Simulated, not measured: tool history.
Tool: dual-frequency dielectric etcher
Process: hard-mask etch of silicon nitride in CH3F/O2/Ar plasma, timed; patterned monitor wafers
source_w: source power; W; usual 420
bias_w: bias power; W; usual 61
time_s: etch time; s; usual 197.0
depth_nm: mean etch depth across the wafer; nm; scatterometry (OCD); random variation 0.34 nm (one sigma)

run,hour,source_w,bias_w,time_s,wafers since the last listed run,hours since the last wet clean,hours since the last source power generator calibration,hours since the last bias power generator calibration,hours since the last upper electrode change,hours since the gauge calibration,"read-back reference wafer on the same gauge, depth_nm",depth_nm
1,0.0,440,61,197.0,0,413.0,3098.6,3233.2,3103.4,140.2,125.0,137.2
2,6.2,420,61,197.0,26,419.2,3104.8,3239.4,3109.6,146.4,125.0,133.8
3,18.5,420,61,197.0,52,431.5,3117.1,3251.7,3121.9,158.7,125.0,134.3
4,26.0,420,61,197.0,31,439.0,3124.6,3259.2,3129.4,166.2,125.0,134.9
5,39.8,420,61,210.0,58,452.8,3138.4,3273.0,3143.2,180.0,125.2,142.5
6,52.3,420,61,210.0,53,465.3,3150.9,3285.5,3155.7,192.5,125.0,143.3
7,58.7,420,61,210.0,27,471.7,3157.3,3291.9,3162.1,198.9,125.2,143.0
8,74.1,370,61,197.0,65,487.1,3172.7,3307.3,3177.5,214.3,124.9,126.1
9,92.0,370,61,197.0,75,505.0,3190.6,3325.2,3195.4,232.2,124.9,126.0
10,98.8,420,61,197.0,28,511.8,3197.4,3332.0,3202.2,239.0,124.9,135.4
11,108.9,420,61,197.0,42,521.9,3207.5,3342.1,3212.3,249.1,125.0,135.0
12,120.4,420,61,197.0,48,533.4,3219.0,3353.6,3223.8,260.6,125.0,134.8
13,128.6,500,61,197.0,34,541.6,3227.2,3361.8,3232.0,268.8,125.0,146.0
# hour 147.2: bias power generator calibrated
14,147.7,450,51,171.5,64,560.7,3246.3,0.5,3251.1,287.9,124.9,114.4
15,161.3,380,67,244.0,57,574.3,3259.9,14.1,3264.7,301.5,125.0,164.7
16,176.0,420,73,146.0,62,589.0,3274.6,28.8,3279.4,316.2,124.9,106.6
# hour 190.2: source power generator calibrated
# hour 203.3: wet clean of the chamber
# hour 211.2: upper electrode replaced
17,211.7,420,61,231.0,45,8.4,21.5,64.5,0.5,351.9,124.9,154.8
18,212.1,420,65,156.0,1,8.8,21.9,64.9,0.9,352.3,125.1,107.0
19,212.4,420,56,197.0,1,9.1,22.2,65.2,1.2,352.6,125.0,128.5
# hour 217.0: gauge calibrated
20,228.2,490,47,168.5,66,24.9,38.0,81.0,17.0,11.2,125.1,112.0
21,237.0,420,61,197.0,37,33.7,46.8,89.8,25.8,20.0,125.0,132.3
22,253.7,420,61,197.0,70,50.4,63.5,106.5,42.5,36.7,125.0,132.6
23,299.5,380,67,197.0,194,96.2,109.3,152.3,88.3,82.5,125.1,130.4
24,312.4,480,61,146.0,54,109.1,122.2,165.2,101.2,95.4,125.0,105.1
25,321.8,420,61,154.5,39,118.5,131.6,174.6,110.6,104.8,125.1,103.6
26,332.7,380,47,222.0,46,129.4,142.5,185.5,121.5,115.7,125.0,131.3

Some steps in depth_nm between neighbouring runs. How much of each would the tool show without its hidden state too (settings, what came in, random variation), and how much is left for the hidden state, with any gauge scatter that isn't in both results?
The hidden state here: etch rate over this chamber's usual, %; source power that arrives over what is set, %; bias power that arrives over what is set, %; gauge reads high (%).
Run 14 -> 15: source_w 450 -> 380, bias_w 51 -> 67, time_s 171.5 -> 244.0. depth_nm +50.3 nm: hidden state +1.5, all else +48.8.
Run 15 -> 16: source_w 380 -> 420, bias_w 67 -> 73, time_s 244.0 -> 146.0. depth_nm -58.1 nm: hidden state -1.6, all else -56.5.
Run 16 -> 17: bias_w 73 -> 61, time_s 146.0 -> 231.0, source power generator calibrated, wet clean of the chamber, upper electrode replaced. depth_nm +48.2 nm: hidden state -2.0, all else +50.2.

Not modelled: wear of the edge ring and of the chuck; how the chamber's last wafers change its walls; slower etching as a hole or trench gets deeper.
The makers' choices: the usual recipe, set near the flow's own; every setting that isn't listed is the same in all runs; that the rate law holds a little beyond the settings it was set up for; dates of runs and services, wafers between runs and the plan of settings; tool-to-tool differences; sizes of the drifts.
